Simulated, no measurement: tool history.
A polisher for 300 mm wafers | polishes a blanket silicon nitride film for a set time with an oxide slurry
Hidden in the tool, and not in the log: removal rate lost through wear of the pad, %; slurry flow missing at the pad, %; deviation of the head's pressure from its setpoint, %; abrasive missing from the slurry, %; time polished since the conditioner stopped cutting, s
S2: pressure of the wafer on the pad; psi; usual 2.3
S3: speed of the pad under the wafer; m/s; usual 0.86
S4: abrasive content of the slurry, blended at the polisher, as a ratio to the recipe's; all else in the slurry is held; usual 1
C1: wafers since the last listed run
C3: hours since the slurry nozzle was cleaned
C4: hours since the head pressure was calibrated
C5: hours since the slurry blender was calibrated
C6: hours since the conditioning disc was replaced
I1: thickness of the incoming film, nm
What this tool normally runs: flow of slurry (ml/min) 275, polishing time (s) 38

{"run": 1, "hour": 0.0, "flow of slurry (ml/min)": 275, "S2": 2.3, "S3": 0.86, "S4": 1, "polishing time (s)": 38, "C1": 0, "wafers polished on this pad": 966, "C3": 17.6, "C4": 883.8, "C5": 27.4, "C6": 170.5, "I1": 577.2, "film removed (Å)": 121}
{"hour": 32.6, "done": "worn pad replaced by a new one"}
{"run": 2, "hour": 45.5, "flow of slurry (ml/min)": 275, "S2": 2.3, "S3": 0.86, "S4": 1, "polishing time (s)": 38, "C1": 401, "wafers polished on this pad": 125, "C3": 63.1, "C4": 929.3, "C5": 72.9, "C6": 216, "I1": 579.9, "film removed (Å)": 118}
{"hour": 77.9, "done": "conditioning disc replaced and pad reconditioned"}
{"hour": 111.5, "done": "slurry blender recalibrated"}
{"run": 3, "hour": 114.0, "flow of slurry (ml/min)": 275, "S2": 2.3, "S3": 0.86, "S4": 1, "polishing time (s)": 38, "C1": 623, "wafers polished on this pad": 748, "C3": 131.6, "C4": 997.8, "C5": 2.5, "C6": 36.1, "I1": 577.9, "film removed (Å)": 115}
{"hour": 169.4, "done": "worn pad replaced by a new one"}
{"run": 4, "hour": 169.9, "flow of slurry (ml/min)": 275, "S2": 2.3, "S3": 0.86, "S4": 1, "polishing time (s)": 38, "C1": 501, "wafers polished on this pad": 5, "C3": 187.5, "C4": 1053.7, "C5": 58.4, "C6": 92, "I1": 584.3, "film removed (Å)": 115}
{"run": 5, "hour": 202.2, "flow of slurry (ml/min)": 275, "S2": 2.3, "S3": 0.86, "S4": 0.95, "polishing time (s)": 38, "C1": 312, "wafers polished on this pad": 317, "C3": 219.8, "C4": 1086, "C5": 90.7, "C6": 124.3, "I1": 583.3, "film removed (Å)": 110}
{"hour": 228.2, "done": "slurry nozzle cleaned"}
{"run": 6, "hour": 244.8, "flow of slurry (ml/min)": 275, "S2": 2.3, "S3": 0.86, "S4": 0.95, "polishing time (s)": 38, "C1": 402, "wafers polished on this pad": 719, "C3": 16.6, "C4": 1128.6, "C5": 133.3, "C6": 166.9, "I1": 589.3, "film removed (Å)": 116}
{"run": 7, "hour": 271.0, "flow of slurry (ml/min)": 275, "S2": 2.3, "S3": 0.86, "S4": 1, "polishing time (s)": 38, "C1": 253, "wafers polished on this pad": 973, "C3": 42.8, "C4": 1154.8, "C5": 159.5, "C6": 193.1, "I1": 569.2, "film removed (Å)": 120}
{"hour": 280.9, "done": "slurry blender recalibrated"}
{"hour": 304.4, "done": "head pressure recalibrated"}
{"hour": 309.4, "done": "worn pad replaced by a new one"}
{"run": 8, "hour": 334.0, "flow of slurry (ml/min)": 275, "S2": 2.3, "S3": 0.86, "S4": 1, "polishing time (s)": 35, "C1": 531, "wafers polished on this pad": 237, "C3": 105.8, "C4": 29.6, "C5": 53.1, "C6": 256.1, "I1": 587.2, "film removed (Å)": 104}
{"hour": 343.3, "done": "conditioning disc replaced and pad reconditioned"}
{"run": 9, "hour": 366.7, "flow of slurry (ml/min)": 275, "S2": 2.3, "S3": 0.86, "S4": 1, "polishing time (s)": 35, "C1": 296, "wafers polished on this pad": 534, "C3": 138.5, "C4": 62.3, "C5": 85.8, "C6": 23.4, "I1": 584, "film removed (Å)": 104}
{"run": 10, "hour": 391.2, "flow of slurry (ml/min)": 275, "S2": 2.7, "S3": 0.86, "S4": 1, "polishing time (s)": 38, "C1": 236, "wafers polished on this pad": 771, "C3": 163, "C4": 86.8, "C5": 110.3, "C6": 47.9, "I1": 587.6, "film removed (Å)": 128}
{"hour": 427.9, "done": "slurry blender recalibrated"}
{"run": 11, "hour": 459.0, "flow of slurry (ml/min)": 275, "S2": 2.3, "S3": 0.86, "S4": 1, "polishing time (s)": 38, "C1": 636, "wafers polished on this pad": 1407, "C3": 230.8, "C4": 154.6, "C5": 31.1, "C6": 115.7, "I1": 576.2, "film removed (Å)": 110}
{"hour": 470.3, "done": "worn pad replaced by a new one"}
{"run": 12, "hour": 503.6, "flow of slurry (ml/min)": 315, "S2": 2.3, "S3": 0.86, "S4": 1, "polishing time (s)": 34, "C1": 392, "wafers polished on this pad": 322, "C3": 275.4, "C4": 199.2, "C5": 75.7, "C6": 160.3, "I1": 573.2, "film removed (Å)": 102}
{"hour": 545.3, "done": "slurry nozzle cleaned"}
{"run": 13, "hour": 552.4, "flow of slurry (ml/min)": 275, "S2": 2.9, "S3": 0.86, "S4": 1, "polishing time (s)": 38, "C1": 462, "wafers polished on this pad": 784, "C3": 7.1, "C4": 248, "C5": 124.5, "C6": 209.1, "I1": 578.2, "film removed (Å)": 140}
{"hour": 570.6, "done": "slurry blender recalibrated"}
{"run": 14, "hour": 576.5, "flow of slurry (ml/min)": 310, "S2": 2.3, "S3": 0.72, "S4": 1.15, "polishing time (s)": 38, "C1": 213, "wafers polished on this pad": 998, "C3": 31.2, "C4": 272.1, "C5": 5.9, "C6": 233.2, "I1": 582.3, "film removed (Å)": 119}
{"run": 15, "hour": 621.7, "flow of slurry (ml/min)": 275, "S2": 2.3, "S3": 0.86, "S4": 1, "polishing time (s)": 38, "C1": 437, "wafers polished on this pad": 1435, "C3": 76.4, "C4": 317.3, "C5": 51.1, "C6": 278.4, "I1": 577.7, "film removed (Å)": 118}
{"hour": 626.9, "done": "conditioning disc replaced and pad reconditioned"}
{"hour": 642.1, "done": "worn pad replaced by a new one"}
{"run": 16, "hour": 657.6, "flow of slurry (ml/min)": 275, "S2": 3.1, "S3": 0.86, "S4": 1, "polishing time (s)": 38, "C1": 289, "wafers polished on this pad": 149, "C3": 112.3, "C4": 353.2, "C5": 87, "C6": 30.7, "I1": 585.2, "film removed (Å)": 147}
{"run": 17, "hour": 684.8, "flow of slurry (ml/min)": 275, "S2": 2.3, "S3": 1.16, "S4": 1.2, "polishing time (s)": 43, "C1": 263, "wafers polished on this pad": 412, "C3": 139.5, "C4": 380.4, "C5": 114.2, "C6": 57.9, "I1": 573.9, "film removed (Å)": 172}
{"hour": 745.5, "done": "slurry blender recalibrated"}
{"run": 18, "hour": 749.5, "flow of slurry (ml/min)": 275, "S2": 2.3, "S3": 1.08, "S4": 1, "polishing time (s)": 38, "C1": 606, "wafers polished on this pad": 1019, "C3": 204.2, "C4": 445.1, "C5": 4, "C6": 122.6, "I1": 579.8, "film removed (Å)": 131}

Below are 3 alternative next runs, each starting from the tool's condition after run 18. Predict each:
{"run": "A", "hour": 749.9, "flow of slurry (ml/min)": 275, "S2": 2.3, "S3": 0.86, "S4": 1, "polishing time (s)": 29, "C1": 3, "wafers polished on this pad": 1022, "C3": 204.6, "C4": 445.5, "C5": 4.4, "C6": 123, "I1": 591.8, "film removed (Å)": "?"}
{"run": "B", "hour": 749.9, "flow of slurry (ml/min)": 275, "S2": 2.3, "S3": 0.86, "S4": 1, "polishing time (s)": 44, "C1": 3, "wafers polished on this pad": 1022, "C3": 204.6, "C4": 445.5, "C5": 4.4, "C6": 123, "I1": 591.8, "film removed (Å)": "?"}
{"run": "C", "hour": 749.9, "flow of slurry (ml/min)": 205, "S2": 1.9, "S3": 1.14, "S4": 1, "polishing time (s)": 27, "C1": 3, "wafers polished on this pad": 1022, "C3": 204.6, "C4": 445.5, "C5": 4.4, "C6": 123, "I1": 591.8, "film removed (Å)": "?"}

run=A film_removed_(Å)=88
run=B film_removed_(Å)=133
run=C film_removed_(Å)=79
Without the tool's hidden state the same runs would have given:
run=A film_removed_(Å)=89
run=B film_removed_(Å)=136
run=C film_removed_(Å)=82
